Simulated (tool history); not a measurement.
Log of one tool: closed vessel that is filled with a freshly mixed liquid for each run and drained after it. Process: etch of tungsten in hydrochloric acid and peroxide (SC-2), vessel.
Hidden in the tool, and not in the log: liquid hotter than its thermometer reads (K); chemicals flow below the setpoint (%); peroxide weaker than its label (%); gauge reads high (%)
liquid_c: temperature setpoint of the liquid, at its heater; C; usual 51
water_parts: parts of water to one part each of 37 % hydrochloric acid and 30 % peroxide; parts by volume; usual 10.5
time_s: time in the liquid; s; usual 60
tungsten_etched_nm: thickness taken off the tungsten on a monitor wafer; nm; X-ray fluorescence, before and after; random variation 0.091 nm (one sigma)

run     day  liquid_c  water_parts  time_s  wafers since the last listed run  hours since the thermometer was replaced  hours since the chemicals flow meter was replaced  hours since the drum of peroxide was connected  hours since the gauge calibration  read-back film thickness of the tungsten reference wafer, read on the same gauge (nm)  tungsten_etched_nm
  1       0        51         10.5      60                                 0                                     244.3                                              122.1                                           878.3                              654.7                                                                                  59.98               14.09
  2   1.729        51         10.5      60                              5910                                     285.8                                              163.6                                           919.8                              696.2                                                                                  60.01               14.19
  3   3.704        51            8      45                              6750                                     333.2                                                211                                           967.2                              743.6                                                                                  59.96                13.1
  4   6.592        51            8      45                              9869                                     402.5                                              280.3                                          1036.5                              812.9                                                                                  59.98               13.21
  5   8.675        51            8      45                              7120                                     452.5                                              330.3                                          1086.5                              862.9                                                                                  59.99                13.3
  6  11.333        51         10.5      60                              9085                                     516.3                                              394.1                                          1150.3                              926.7                                                                                  59.94               13.97
  7   13.35        51         10.5      60                              6892                                     564.7                                              442.5                                          1198.7                              975.1                                                                                     60               13.81
  8  14.833        51         10.5      60                              5069                                     600.3                                              478.1                                          1234.3                             1010.7                                                                                  59.98                13.9
  9  15.871        51         10.5      60                              3546                                     625.2                                                503                                          1259.2                             1035.6                                                                                  59.99               13.83
     18.204  -- thermometer replaced
 10  18.346        51         10.5      60                              8316                                       3.4                                              562.4                                          1318.6                               1095                                                                                     60               13.83
     18.592  -- new drum of peroxide connected
 11  21.088        51         10.5      60                              9228                                      69.2                                              628.2                                            59.9                             1160.8                                                                                  59.96               13.69
 12  25.567        51         10.5      60                             15309                                     176.7                                              735.7                                           167.4                             1268.3                                                                                  60.06               13.66
 13  28.238      57.5         10.5      60                              9128                                     240.8                                              799.8                                           231.5                             1332.4                                                                                  59.99               20.87
 14  29.333        51         10.5      60                              3745                                     267.1                                              826.1                                           257.8                             1358.7                                                                                     60               13.55
 15  31.112        51           14      60                              6080                                     309.8                                              868.8                                           300.5                             1401.4                                                                                  59.95               10.64
 16  32.479        45           12      75                              4671                                     342.6                                              901.6                                           333.3                             1434.2                                                                                  59.99               10.15
 17  35.471        51           12      35                             10225                                     414.4                                              973.4                                           405.1                               1506                                                                                  59.99                7.02
      37.25  -- chemicals flow meter replaced
 18  38.004        51         10.5      60                              8516                                     475.2                                               18.1                                           465.9                             1566.8                                                                                     60                12.8
     38.029  -- gauge calibrated
 19    40.6        51         10.5      60                              8872                                     537.5                                               80.4                                           528.2                               61.7                                                                                  60.04               12.72

Forecast run 20:
 20  43.329      45.5         14.5      95                              9327                                       603                                              145.9                                           593.7                              127.2                                                                                      ?                   ?

Run 20 gave read-back film thickness of the tungsten reference wafer, read on the same gauge (nm) 59.99, tungsten_etched_nm 10.6 nm.
Without the tool's hidden state the same run would have given tungsten_etched_nm 11.87 nm.
